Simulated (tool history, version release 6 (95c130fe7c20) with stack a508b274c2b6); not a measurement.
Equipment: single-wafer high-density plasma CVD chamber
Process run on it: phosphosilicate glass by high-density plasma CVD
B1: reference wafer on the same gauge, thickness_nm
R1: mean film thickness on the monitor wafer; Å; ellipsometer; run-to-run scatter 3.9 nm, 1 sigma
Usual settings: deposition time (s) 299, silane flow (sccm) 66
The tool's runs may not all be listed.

Run 1, day 0: usual settings; B1 1720.032. Result: R1 19946.27 Å.
Run 2, day 1.212: usual settings but deposition time (s) 322, silane flow (sccm) 57; B1 1720.118. Result: R1 18460.9 Å.
Run 3, day 1.788: usual settings but deposition time (s) 322, silane flow (sccm) 57; B1 1721.331. Result: R1 18468.37 Å.
Run 4, day 2.412: usual settings but deposition time (s) 322, silane flow (sccm) 57; B1 1720.532. Result: R1 18463.7 Å.
Run 5, day 3.338: usual settings but deposition time (s) 257, silane flow (sccm) 56; B1 1719.938. Result: R1 14438.81 Å.
Run 6, day 7.283: usual settings but deposition time (s) 257, silane flow (sccm) 56; B1 1720.497. Result: R1 14479.75 Å.
Run 7, day 8.417: usual settings but deposition time (s) 257, silane flow (sccm) 56; B1 1721.02. Result: R1 14468.31 Å.
Run 8, day 9.417: usual settings; B1 1719.12. Result: R1 19804.18 Å.
Run 9, day 10.533: usual settings but deposition time (s) 279, silane flow (sccm) 73; B1 1719.861. Result: R1 20336.94 Å.
Run 10, day 11.529: usual settings; B1 1721.056. Result: R1 19677.85 Å.
At day 12.354: gauge calibrated.
At day 12.692: silane flow controller replaced.
Run 11, day 12.712: usual settings; B1 1720.4. Result: R1 20859.68 Å.
Run 12, day 13.583: usual settings; B1 1719.185. Result: R1 20930.52 Å.
Run 13, day 14.921: usual settings but deposition time (s) 316; B1 1719.687. Result: R1 22183.87 Å.
Run 14, day 15.562: usual settings but deposition time (s) 247, silane flow (sccm) 72; B1 1719.71. Result: R1 18835.14 Å.
Run 15, day 16.95: usual settings but silane flow (sccm) 62; B1 1719.686. Result: R1 19686.68 Å.
Run 16, day 18.117: usual settings but deposition time (s) 327, silane flow (sccm) 53; B1 1720.725. Result: R1 18394.02 Å.
Run 17, day 19.488: usual settings but deposition time (s) 249, silane flow (sccm) 61; B1 1718.923. Result: R1 16100.09 Å.
Run 18, day 20.517: usual settings; B1 1718.684. Result: R1 20939.57 Å.
Run 19, day 21.746: usual settings but deposition time (s) 353, silane flow (sccm) 73; B1 1719.912. Result: R1 27345.23 Å.
Run 20, day 22.754: usual settings; B1 1720.168. Result: R1 20841.55 Å.
Run 21, day 23.829: usual settings; B1 1720.021. Result: R1 20892.99 Å.
Run 22, day 24.988: usual settings but deposition time (s) 266, silane flow (sccm) 56; B1 1721.627. Result: R1 15755.12 Å.
Run 23, day 26.021: usual settings but silane flow (sccm) 75; B1 1720.487. Result: R1 23709.19 Å.
Run 24, day 26.871: usual settings; B1 1719.126. Result: R1 20977.39 Å.
Run 25, day 27.929: usual settings but deposition time (s) 241; B1 1720.156. Result: R1 16893.32 Å.
Run 26, day 28.829: usual settings but deposition time (s) 254, silane flow (sccm) 78; B1 1719.322. Result: R1 20968.54 Å.

Branching from run 26: 4 alternative next runs. What would each branch give?
Run A, day 28.85: usual settings; B1 ?. Result: R1 ?.
Run B, day 28.85: usual settings but silane flow (sccm) 77; B1 ?. Result: R1 ?.
Run C, day 28.85: usual settings but deposition time (s) 269, silane flow (sccm) 77; B1 ?. Result: R1 ?.
Run D, day 28.85: usual settings but deposition time (s) 250, silane flow (sccm) 75; B1 ?. Result: R1 ?.

run       B1        R1
  A  1720.47  20871.59
  B  1720.47  24350.19
  C  1720.47  21907.02
  D  1720.47  19830.86
Stripped of hidden state, with their random variation kept, the same runs would have yielded:
run        R1
  A  20998.69
  B  24498.48
  C  22040.44
  D  19951.63
